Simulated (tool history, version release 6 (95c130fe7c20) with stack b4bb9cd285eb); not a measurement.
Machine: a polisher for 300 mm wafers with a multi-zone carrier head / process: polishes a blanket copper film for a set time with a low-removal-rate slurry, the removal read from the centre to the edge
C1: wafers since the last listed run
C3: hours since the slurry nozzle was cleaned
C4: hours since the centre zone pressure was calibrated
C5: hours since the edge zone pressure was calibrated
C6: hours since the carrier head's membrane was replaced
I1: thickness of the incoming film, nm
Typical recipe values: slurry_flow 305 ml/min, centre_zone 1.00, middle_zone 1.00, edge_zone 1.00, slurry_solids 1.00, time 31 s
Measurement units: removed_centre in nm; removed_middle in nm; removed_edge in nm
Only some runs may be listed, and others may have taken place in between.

Run 1, hour 0.0: usual settings; C1 0; wafers polished on this pad 3533; C3 478.2; C4 454.7; C5 429.1; C6 1551.9; I1 701.3. Result: removed_centre 73.7 nm, removed_middle 65.0 nm, removed_edge 66.7 nm.
At hour 33.5: worn pad replaced by a new one.
Run 2, hour 57.9: usual settings; C1 890; wafers polished on this pad 403; C3 536.1; C4 512.6; C5 487.0; C6 1609.8; I1 696.2. Result: removed_centre 78.6 nm, removed_middle 70.8 nm, removed_edge 70.1 nm.
Run 3, hour 127.1: usual settings but slurry_flow 365 ml/min; C1 1143; wafers polished on this pad 1547; C3 605.3; C4 581.8; C5 556.2; C6 1679.0; I1 699.3. Result: removed_centre 78.7 nm, removed_middle 69.7 nm, removed_edge 69.3 nm.
At hour 144.0: centre zone pressure recalibrated.
Run 4, hour 198.1: usual settings but slurry_flow 365 ml/min; C1 1140; wafers polished on this pad 2688; C3 676.3; C4 54.1; C5 627.2; C6 1750.0; I1 712.6. Result: removed_centre 68.2 nm, removed_middle 69.6 nm, removed_edge 66.9 nm.
At hour 338.7: worn pad replaced by a new one.
Run 5, hour 370.6: usual settings but slurry_flow 365 ml/min; C1 2785; wafers polished on this pad 527; C3 848.8; C4 226.6; C5 799.7; C6 1922.5; I1 709.5. Result: removed_centre 73.8 nm, removed_middle 70.5 nm, removed_edge 70.9 nm.
At hour 479.0: slurry nozzle cleaned.
Run 6, hour 541.8: usual settings; C1 2813; wafers polished on this pad 3340; C3 62.8; C4 397.8; C5 970.9; C6 2093.7; I1 697.6. Result: removed_centre 70.3 nm, removed_middle 65.5 nm, removed_edge 65.2 nm.
Run 7, hour 604.2: usual settings; C1 1031; wafers polished on this pad 4372; C3 125.2; C4 460.2; C5 1033.3; C6 2156.1; I1 703.1. Result: removed_centre 70.1 nm, removed_middle 62.8 nm, removed_edge 64.5 nm.
At hour 639.2: centre zone pressure recalibrated.
At hour 644.7: worn pad replaced by a new one.
At hour 654.3: edge zone pressure recalibrated.
Run 8, hour 658.0: usual settings but centre_zone 0.91; C1 757; wafers polished on this pad 186; C3 179.0; C4 18.8; C5 3.7; C6 2209.9; I1 707.1. Result: removed_centre 62.8 nm, removed_middle 70.2 nm, removed_edge 71.5 nm.
At hour 717.3: carrier head's membrane replaced by a new one.
Run 9, hour 722.1: usual settings but time 35 s; C1 976; wafers polished on this pad 1163; C3 243.1; C4 82.9; C5 67.8; C6 4.8; I1 709.8. Result: removed_centre 77.8 nm, removed_middle 79.2 nm, removed_edge 79.1 nm.
Run 10, hour 791.1: usual settings but time 35 s; C1 1140; wafers polished on this pad 2303; C3 312.1; C4 151.9; C5 136.8; C6 73.8; I1 693.4. Result: removed_centre 76.9 nm, removed_middle 76.6 nm, removed_edge 74.7 nm.
Run 11, hour 820.0: usual settings; C1 477; wafers polished on this pad 2781; C3 341.0; C4 180.8; C5 165.7; C6 102.7; I1 714.1. Result: removed_centre 68.3 nm, removed_middle 67.3 nm, removed_edge 66.8 nm.
Run 12, hour 868.2: usual settings but centre_zone 1.11; C1 796; wafers polished on this pad 3577; C3 389.2; C4 229.0; C5 213.9; C6 150.9; I1 706.5. Result: removed_centre 74.1 nm, removed_middle 66.0 nm, removed_edge 64.1 nm.
Run 13, hour 924.4: usual settings but centre_zone 0.96; C1 928; wafers polished on this pad 4506; C3 445.4; C4 285.2; C5 270.1; C6 207.1; I1 708.8. Result: removed_centre 63.5 nm, removed_middle 63.2 nm, removed_edge 63.6 nm.
At hour 932.6: worn pad replaced by a new one.
Run 14, hour 949.5: usual settings but slurry_flow 345 ml/min; C1 348; wafers polished on this pad 279; C3 470.5; C4 310.3; C5 295.2; C6 232.2; I1 699.8. Result: removed_centre 74.2 nm, removed_middle 71.4 nm, removed_edge 73.3 nm.
Run 15, hour 994.2: usual settings but slurry_flow 230 ml/min, middle_zone 0.90; C1 738; wafers polished on this pad 1018; C3 515.2; C4 355.0; C5 339.9; C6 276.9; I1 708.9. Result: removed_centre 70.1 nm, removed_middle 62.4 nm, removed_edge 69.1 nm.
Run 16, hour 1052.6: usual settings; C1 965; wafers polished on this pad 1983; C3 573.6; C4 413.4; C5 398.3; C6 335.3; I1 713.2. Result: removed_centre 73.6 nm, removed_middle 68.3 nm, removed_edge 68.6 nm.
Run 17, hour 1106.2: usual settings but slurry_flow 225 ml/min, edge_zone 1.12; C1 885; wafers polished on this pad 2869; C3 627.2; C4 467.0; C5 451.9; C6 388.9; I1 705.7. Result: removed_centre 71.0 nm, removed_middle 65.1 nm, removed_edge 70.0 nm.
Run 18, hour 1167.5: usual settings but edge_zone 1.04; C1 1013; wafers polished on this pad 3883; C3 688.5; C4 528.3; C5 513.2; C6 450.2; I1 706.8. Result: removed_centre 72.2 nm, removed_middle 64.7 nm, removed_edge 66.1 nm.
At hour 1193.0: centre zone pressure recalibrated.
Run 19, hour 1209.6: usual settings but centre_zone 1.09, time 42 s; C1 662; wafers polished on this pad 4545; C3 730.6; C4 16.6; C5 555.3; C6 492.3; I1 715.2. Result: removed_centre 95.0 nm, removed_middle 85.7 nm, removed_edge 85.6 nm.
At hour 1231.2: worn pad replaced by a new one.
Run 20, hour 1259.2: usual settings; C1 753; wafers polished on this pad 462; C3 780.2; C4 66.2; C5 604.9; C6 541.9; I1 723.0. Result: removed_centre 70.1 nm, removed_middle 68.3 nm, removed_edge 69.9 nm.
Run 21, hour 1283.8: usual settings but edge_zone 1.08, slurry_solids 1.10; C1 406; wafers polished on this pad 868; C3 804.8; C4 90.8; C5 629.5; C6 566.5; I1 719.0. Result: removed_centre 70.4 nm, removed_middle 70.1 nm, removed_edge 74.3 nm.
Run 22, hour 1355.3: usual settings but middle_zone 1.07; C1 1181; wafers polished on this pad 2050; C3 876.3; C4 162.3; C5 701.0; C6 638.0; I1 706.0. Result: removed_centre 69.0 nm, removed_middle 72.5 nm, removed_edge 68.0 nm.

Below are 3 alternative next runs, each starting from the tool's condition after run 22. Predict each:
Run A, hour 1355.7: usual settings; C1 6; wafers polished on this pad 2057; C3 876.7; C4 162.7; C5 701.4; C6 638.4; I1 723.3. Result: removed_centre ?, removed_middle ?, removed_edge ?.
Run B, hour 1355.7: usual settings but centre_zone 1.04, slurry_solids 1.15; C1 6; wafers polished on this pad 2057; C3 876.7; C4 162.7; C5 701.4; C6 638.4; I1 723.3. Result: removed_centre ?, removed_middle ?, removed_edge ?.
Run C, hour 1355.7: usual settings but centre_zone 1.08, edge_zone 0.95, slurry_solids 1.10, time 37 s; C1 6; wafers polished on this pad 2057; C3 876.7; C4 162.7; C5 701.4; C6 638.4; I1 723.3. Result: removed_centre ?, removed_middle ?, removed_edge ?.

run  removed_centre  removed_middle  removed_edge
  A            68.7            66.9          67.7
  B            73.6            68.9          69.8
  C            90.3            81.5          80.7
Stripped of hidden state, with their random variation kept, the same runs would have yielded:
run  removed_centre  removed_middle  removed_edge
  A            73.0            71.2          72.1
  B            78.1            73.4          74.2
  C            95.9            86.7          85.9

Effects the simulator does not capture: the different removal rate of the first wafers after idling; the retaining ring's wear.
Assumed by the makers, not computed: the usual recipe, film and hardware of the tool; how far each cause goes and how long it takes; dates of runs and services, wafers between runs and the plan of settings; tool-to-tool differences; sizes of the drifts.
